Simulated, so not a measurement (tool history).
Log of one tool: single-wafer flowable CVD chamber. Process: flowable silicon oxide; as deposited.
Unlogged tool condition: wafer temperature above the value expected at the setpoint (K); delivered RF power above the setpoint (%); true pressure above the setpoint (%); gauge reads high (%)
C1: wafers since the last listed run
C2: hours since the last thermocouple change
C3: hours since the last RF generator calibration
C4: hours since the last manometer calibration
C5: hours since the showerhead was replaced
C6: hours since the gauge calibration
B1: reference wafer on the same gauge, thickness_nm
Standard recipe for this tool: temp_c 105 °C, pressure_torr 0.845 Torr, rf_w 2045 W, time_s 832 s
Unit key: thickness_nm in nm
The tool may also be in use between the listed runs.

Run 1, hour 0.0: usual settings but time_s 726 s; C1 0; C2 1452.5; C3 2554.9; C4 2425.8; C5 8247.0; C6 79.7; B1 543.993. Result: thickness_nm 498.509 nm.
Run 2, hour 6.6: usual settings but time_s 726 s; C1 21; C2 1459.1; C3 2561.5; C4 2432.4; C5 8253.6; C6 86.3; B1 543.894. Result: thickness_nm 499.961 nm.
Run 3, hour 17.4: usual settings but pressure_torr 0.958 Torr; C1 34; C2 1469.9; C3 2572.3; C4 2443.2; C5 8264.4; C6 97.1; B1 544.341. Result: thickness_nm 648.801 nm.
Run 4, hour 26.3: usual settings; C1 28; C2 1478.8; C3 2581.2; C4 2452.1; C5 8273.3; C6 106.0; B1 543.585. Result: thickness_nm 575.803 nm.
Run 5, hour 36.3: usual settings; C1 32; C2 1488.8; C3 2591.2; C4 2462.1; C5 8283.3; C6 116.0; B1 543.755. Result: thickness_nm 576.669 nm.
Run 6, hour 44.9: usual settings; C1 27; C2 1497.4; C3 2599.8; C4 2470.7; C5 8291.9; C6 124.6; B1 544.280. Result: thickness_nm 576.463 nm.
Run 7, hour 56.4: usual settings; C1 36; C2 1508.9; C3 2611.3; C4 2482.2; C5 8303.4; C6 136.1; B1 544.113. Result: thickness_nm 579.999 nm.
At hour 68.3: gauge calibrated.
Run 8, hour 68.7: usual settings; C1 39; C2 1521.2; C3 2623.6; C4 2494.5; C5 8315.7; C6 0.4; B1 544.480. Result: thickness_nm 580.417 nm.
At hour 77.9: RF generator calibrated.
Run 9, hour 78.4: usual settings but pressure_torr 1.014 Torr; C1 5; C2 1530.9; C3 0.5; C4 2504.2; C5 8325.4; C6 10.1; B1 544.216. Result: thickness_nm 690.750 nm.
At hour 95.1: capacitance manometer re-zeroed and calibrated.
Run 10, hour 99.9: usual settings but temp_c 90 °C, pressure_torr 0.931 Torr, rf_w 2200 W, time_s 773 s; C1 43; C2 1552.4; C3 22.0; C4 4.8; C5 8346.9; C6 31.6; B1 544.183. Result: thickness_nm 928.514 nm.
Run 11, hour 110.3: usual settings but temp_c 99 °C, rf_w 1820 W, time_s 941 s; C1 33; C2 1562.8; C3 32.4; C4 15.2; C5 8357.3; C6 42.0; B1 543.459. Result: thickness_nm 756.162 nm.
At hour 142.3: thermocouple changed; heater temperature recalibrated.
Run 12, hour 145.6: usual settings but pressure_torr 1.029 Torr, time_s 974 s; C1 87; C2 3.3; C3 67.7; C4 50.5; C5 8392.6; C6 77.3; B1 544.648. Result: thickness_nm 668.426 nm.
At hour 158.9: showerhead replaced.
Run 13, hour 159.4: usual settings; C1 18; C2 17.1; C3 81.5; C4 64.3; C5 0.5; C6 91.1; B1 543.841. Result: thickness_nm 473.619 nm.
Run 14, hour 163.8: usual settings but temp_c 117 °C; C1 14; C2 21.5; C3 85.9; C4 68.7; C5 4.9; C6 95.5; B1 543.757. Result: thickness_nm 338.971 nm.
Run 15, hour 175.1: usual settings but temp_c 100 °C, rf_w 2330 W; C1 36; C2 32.8; C3 97.2; C4 80.0; C5 16.2; C6 106.8; B1 544.013. Result: thickness_nm 563.567 nm.
Run 16, hour 189.2: usual settings; C1 45; C2 46.9; C3 111.3; C4 94.1; C5 30.3; C6 120.9; B1 544.648. Result: thickness_nm 474.016 nm.
Run 17, hour 200.5: usual settings; C1 36; C2 58.2; C3 122.6; C4 105.4; C5 41.6; C6 132.2; B1 543.974. Result: thickness_nm 471.710 nm.
Run 18, hour 215.5: usual settings but temp_c 112 °C, pressure_torr 0.917 Torr, rf_w 2235 W, time_s 723 s; C1 48; C2 73.2; C3 137.6; C4 120.4; C5 56.6; C6 147.2; B1 543.947. Result: thickness_nm 371.765 nm.

Branching from run 18: 3 alternative next runs. What would each branch give?
Run A, hour 216.1: usual settings but temp_c 101 °C; C1 1; C2 73.8; C3 138.2; C4 121.0; C5 57.2; C6 147.8; B1 ?. Result: thickness_nm ?.
Run B, hour 216.1: usual settings but temp_c 114 °C, pressure_torr 0.948 Torr, rf_w 1755 W, time_s 973 s; C1 1; C2 73.8; C3 138.2; C4 121.0; C5 57.2; C6 147.8; B1 ?. Result: thickness_nm ?.
Run C, hour 216.1: usual settings but temp_c 120 °C, rf_w 2175 W; C1 1; C2 73.8; C3 138.2; C4 121.0; C5 57.2; C6 147.8; B1 ?. Result: thickness_nm ?.

run       B1  thickness_nm
  A  543.983       530.842
  B  543.983       451.126
  C  543.983       315.682
Take away the tool's hidden state, keep each run's random variation, and the runs would have read:
run  thickness_nm
  A       537.475
  B       456.298
  C       319.204
